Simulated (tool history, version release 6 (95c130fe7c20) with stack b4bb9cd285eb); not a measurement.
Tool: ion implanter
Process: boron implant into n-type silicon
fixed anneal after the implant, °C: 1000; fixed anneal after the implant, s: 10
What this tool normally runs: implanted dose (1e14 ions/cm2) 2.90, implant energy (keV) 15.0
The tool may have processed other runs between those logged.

run	hour	implanted dose (1e14 ions/cm2)	implant energy (keV)	read-back reference wafer on the same gauge, sheet resistance	sheet resistance of the implanted and annealed layer (ohm/square)
1	0.0	2.90	13.0	346.13	334.06
2	42.5	2.90	15.0	346.17	327.56
3	227.6	2.90	15.0	346.13	326.86
4	275.1	2.90	15.0	345.94	328.21
5	339.8	2.20	19.0	345.89	398.16
# hour 382.9: gauge calibrated
6	510.0	2.20	19.0	346.10	399.70
7	555.7	2.20	19.0	345.80	400.74
8	622.9	3.49	18.0	345.79	278.32
9	720.1	3.49	18.0	346.03	278.50
10	778.1	2.38	11.0	346.15	402.65
# hour 843.7: Faraday cup replaced and dose calibrated
11	844.2	2.90	15.0	345.86	328.25
12	899.7	2.05	19.0	346.15	422.90

Expected results for the next run?
# hour 908.0: extraction supply calibrated
13	961.6	3.19	18.5	?	?

Run 13 measured read-back reference wafer on the same gauge, sheet resistance 346.08, sheet resistance of the implanted and annealed layer (ohm/square) 298.93.
The same run, on a tool lacking any hidden state, would have yielded sheet resistance of the implanted and annealed layer (ohm/square) 298.93.
